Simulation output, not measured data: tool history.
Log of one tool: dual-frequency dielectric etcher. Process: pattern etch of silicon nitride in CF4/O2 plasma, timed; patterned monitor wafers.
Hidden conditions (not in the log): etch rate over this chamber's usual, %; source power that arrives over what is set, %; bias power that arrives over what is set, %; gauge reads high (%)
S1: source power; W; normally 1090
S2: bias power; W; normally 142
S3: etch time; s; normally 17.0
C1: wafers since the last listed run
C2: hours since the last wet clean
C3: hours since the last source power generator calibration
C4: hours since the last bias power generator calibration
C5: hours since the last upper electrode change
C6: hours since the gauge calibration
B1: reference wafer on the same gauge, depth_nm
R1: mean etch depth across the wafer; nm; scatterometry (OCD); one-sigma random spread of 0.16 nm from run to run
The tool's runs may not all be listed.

run,hour,S1,S2,S3,C1,C2,C3,C4,C5,C6,B1,R1
1,0.0,1090,142,17.0,0,197.7,3917.2,2368.7,4440.1,155.3,53.8,58.8
2,68.6,1090,142,17.0,1538,266.3,3985.8,2437.3,4508.7,223.9,53.8,58.8
3,128.0,1090,142,17.0,1332,325.7,4045.2,2496.7,4568.1,283.3,53.8,59.1
4,196.4,1090,142,17.0,1534,394.1,4113.6,2565.1,4636.5,351.7,53.8,59.0
5,238.9,1090,142,17.0,953,436.6,4156.1,2607.6,4679.0,394.2,53.8,59.2
6,285.4,1090,142,17.0,1043,483.1,4202.6,2654.1,4725.5,440.7,53.8,59.0
# hour 353.1: gauge calibrated
# hour 411.7: wet clean of the chamber
# hour 474.2: bias power generator calibrated
7,485.7,1090,142,17.0,3865,74.0,4402.9,11.5,4925.8,132.6,53.8,57.9
# hour 512.4: upper electrode replaced
8,556.1,1090,142,17.0,1040,144.4,4473.3,81.9,43.7,203.0,53.8,58.1
9,618.3,1090,142,17.0,1395,206.6,4535.5,144.1,105.9,265.2,53.9,58.1
10,657.1,860,167,20.5,870,245.4,4574.3,182.9,144.7,304.0,53.9,59.3
11,708.8,1090,142,21.5,1159,297.1,4626.0,234.6,196.4,355.7,53.8,73.7
# hour 717.0: source power generator calibrated
12,742.2,1090,127,17.0,659,330.5,25.2,268.0,229.8,389.1,53.8,54.5
13,809.2,1090,177,14.5,1502,397.5,92.2,335.0,296.8,456.1,53.8,55.5
# hour 851.3: gauge calibrated
14,875.8,1090,142,17.0,1493,464.1,158.8,401.6,363.4,24.5,53.8,58.4
# hour 942.4: wet clean of the chamber
15,944.6,900,162,18.5,1004,2.2,227.6,470.4,432.2,93.3,53.9,55.3
16,979.4,1090,174,17.0,780,37.0,262.4,505.2,467.0,128.1,53.8,64.7
17,1047.2,1190,114,12.0,1520,104.8,330.2,573.0,534.8,195.9,53.8,39.9
18,1085.8,1230,161,19.5,865,143.4,368.8,611.6,573.4,234.5,53.8,80.9
19,1141.0,1090,142,17.0,1238,198.6,424.0,666.8,628.6,289.7,53.8,57.9

Each row is a separate what-if for the run after 19, all from the same tool condition, not one after another. Results?
A,1141.4,1090,177,17.0,8,199.0,424.4,667.2,629.0,290.1,?,?
B,1141.4,1090,161,21.5,8,199.0,424.4,667.2,629.0,290.1,?,?
C,1141.4,1090,142,20.5,8,199.0,424.4,667.2,629.0,290.1,?,?
D,1141.4,1190,142,15.0,8,199.0,424.4,667.2,629.0,290.1,?,?
E,1141.4,850,142,19.0,8,199.0,424.4,667.2,629.0,290.1,?,?

run,B1,R1
A,53.9,65.4
B,53.9,78.6
C,53.9,70.1
D,53.9,56.2
E,53.9,49.6
The same runs, with their run-to-run variation unchanged, on a tool lacking any hidden condition would have given:
run,R1
A,65.0
B,78.2
C,69.7
D,56.0
E,49.3

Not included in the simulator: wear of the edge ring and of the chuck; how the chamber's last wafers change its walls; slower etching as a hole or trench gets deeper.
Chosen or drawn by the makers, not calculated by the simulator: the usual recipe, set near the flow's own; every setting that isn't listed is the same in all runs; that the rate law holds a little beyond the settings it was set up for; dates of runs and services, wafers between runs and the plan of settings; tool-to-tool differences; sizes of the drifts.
